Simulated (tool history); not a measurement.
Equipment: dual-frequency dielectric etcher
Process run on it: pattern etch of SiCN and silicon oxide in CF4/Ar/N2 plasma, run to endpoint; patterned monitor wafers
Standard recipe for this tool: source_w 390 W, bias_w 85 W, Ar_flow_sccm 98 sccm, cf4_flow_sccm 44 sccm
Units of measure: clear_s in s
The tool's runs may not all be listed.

run,hour,source_w,bias_w,Ar_flow_sccm,cf4_flow_sccm,wafers since the last listed run,hours since the last wet clean,hours since the last source power generator calibration,hours since the last bias power generator calibration,hours since the last Ar flow controller change,hours since the last CF4 flow controller change,hours since the last upper electrode change,"incoming incoming film thickness, nm",clear_s
1,0.0,310,85,98,44,0,477.6,0.5,3557.4,2284.6,1.5,5080.5,16.47,28.6
# hour 30.6: upper electrode replaced
# hour 33.7: wet clean of the chamber
2,34.2,310,85,98,44,119,0.5,34.7,3591.6,2318.8,35.7,3.6,16.48,27.0
3,34.5,390,85,98,44,5,0.8,35.0,3591.9,2319.1,36.0,3.9,16.37,22.4
4,38.6,390,85,98,44,68,4.9,39.1,3596.0,2323.2,40.1,8.0,16.59,22.3
5,52.2,390,85,98,44,227,18.5,52.7,3609.6,2336.8,53.7,21.6,16.58,22.6
6,69.4,480,99,98,44,287,35.7,69.9,3626.8,2354.0,70.9,38.8,16.61,18.3
7,94.0,340,85,98,44,411,60.3,94.5,3651.4,2378.6,95.5,63.4,16.62,25.4
8,110.4,350,77,98,35,274,76.7,110.9,3667.8,2395.0,111.9,79.8,16.54,26.7
9,127.2,350,104,98,44,280,93.5,127.7,3684.6,2411.8,128.7,96.6,16.49,22.9
10,135.9,390,65,75,44,145,102.2,136.4,3693.3,2420.5,137.4,105.3,16.53,23.5
# hour 147.8: bias power generator calibrated
11,150.6,300,73,98,39,178,116.9,151.1,2.8,2435.2,152.1,120.0,16.53,30.4
12,164.9,390,95,78,44,239,131.2,165.4,17.1,2449.5,166.4,134.3,16.49,20.9
13,172.7,390,85,98,44,130,139.0,173.2,24.9,2457.3,174.2,142.1,16.46,23.0
14,179.3,450,71,98,44,110,145.6,179.8,31.5,2463.9,180.8,148.7,16.57,22.0
15,196.8,390,99,77,44,292,163.1,197.3,49.0,2481.4,198.3,166.2,16.54,20.8
# hour 210.9: Ar flow controller replaced
16,211.9,340,98,113,44,152,178.2,212.4,64.1,1.0,213.4,181.3,16.53,25.5
17,226.9,390,72,98,44,250,193.2,227.4,79.1,16.0,228.4,196.3,16.51,24.7
18,239.3,470,97,115,33,207,205.6,239.8,91.5,28.4,240.8,208.7,16.65,20.4
19,257.1,390,85,98,44,297,223.4,257.6,109.3,46.2,258.6,226.5,16.57,23.4
20,267.7,390,85,98,44,177,234.0,268.2,119.9,56.8,269.2,237.1,16.34,22.8
21,276.5,300,85,89,37,147,242.8,277.0,128.7,65.6,278.0,245.9,16.60,28.6
22,290.1,340,85,98,44,227,256.4,290.6,142.3,79.2,291.6,259.5,16.54,26.0
23,305.8,480,66,98,44,262,272.1,306.3,158.0,94.9,307.3,275.2,16.57,21.6
24,315.8,390,85,98,44,167,282.1,316.3,168.0,104.9,317.3,285.2,16.38,23.2
25,323.9,390,102,76,44,135,290.2,324.4,176.1,113.0,325.4,293.3,16.34,20.3

Predict each of these 3 candidate next runs independently; none follows another, all start after run 25:
A,324.3,390,85,98,53,6,290.6,324.8,176.5,113.4,325.8,293.7,16.52,?
B,324.3,460,73,98,54,6,290.6,324.8,176.5,113.4,325.8,293.7,16.52,?
C,324.3,390,97,111,52,6,290.6,324.8,176.5,113.4,325.8,293.7,16.52,?

run,clear_s
A,22.7
B,20.8
C,22.2
Without the tool's hidden state the same runs would have given:
run,clear_s
A,22.1
B,20.3
C,21.6
